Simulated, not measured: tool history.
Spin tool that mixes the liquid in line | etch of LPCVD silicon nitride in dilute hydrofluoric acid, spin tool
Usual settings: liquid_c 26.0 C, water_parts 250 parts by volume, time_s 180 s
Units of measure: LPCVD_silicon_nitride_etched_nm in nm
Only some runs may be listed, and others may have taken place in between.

run,hour,liquid_c,water_parts,time_s,"read-back film thickness of the LPCVD silicon nitride reference wafer, read on the same gauge (nm)",LPCVD_silicon_nitride_etched_nm
1,0.0,24.5,250,180,60.009,0.381
2,13.0,24.5,250,180,59.981,0.392
3,34.5,24.5,250,180,59.947,0.419
4,53.9,26.0,250,180,60.005,0.415
5,73.3,26.0,250,180,60.001,0.482
# hour 89.5: thermometer replaced
6,94.9,26.0,250,180,59.986,0.427
7,116.7,26.0,250,120,59.990,0.266
# hour 128.5: hydrofluoric acid flow meter replaced
8,137.2,26.0,250,180,59.964,0.448
9,153.6,26.0,250,180,60.021,0.434
10,178.6,31.0,250,180,59.992,0.604
# hour 189.8: gauge calibrated
11,196.1,22.5,335,80,59.983,0.118
12,212.9,26.0,125,180,59.990,0.810
13,244.7,26.0,250,115,60.024,0.286
14,279.9,31.0,295,100,59.992,0.255

Here are 4 independent what-if runs from the current tool condition. What would each one return?
A,280.4,26.0,250,180,?,?
B,280.4,26.0,145,270,?,?
C,280.4,29.5,250,180,?,?
D,280.4,30.5,320,220,?,?

run,"read-back film thickness of the LPCVD silicon nitride reference wafer, read on the same gauge (nm)",LPCVD_silicon_nitride_etched_nm
A,59.985,0.426
B,59.985,1.100
C,59.985,0.525
D,59.985,0.527
Stripped of hidden state, with their random variation kept, the same runs would have yielded:
run,LPCVD_silicon_nitride_etched_nm
A,0.426
B,1.100
C,0.525
D,0.527
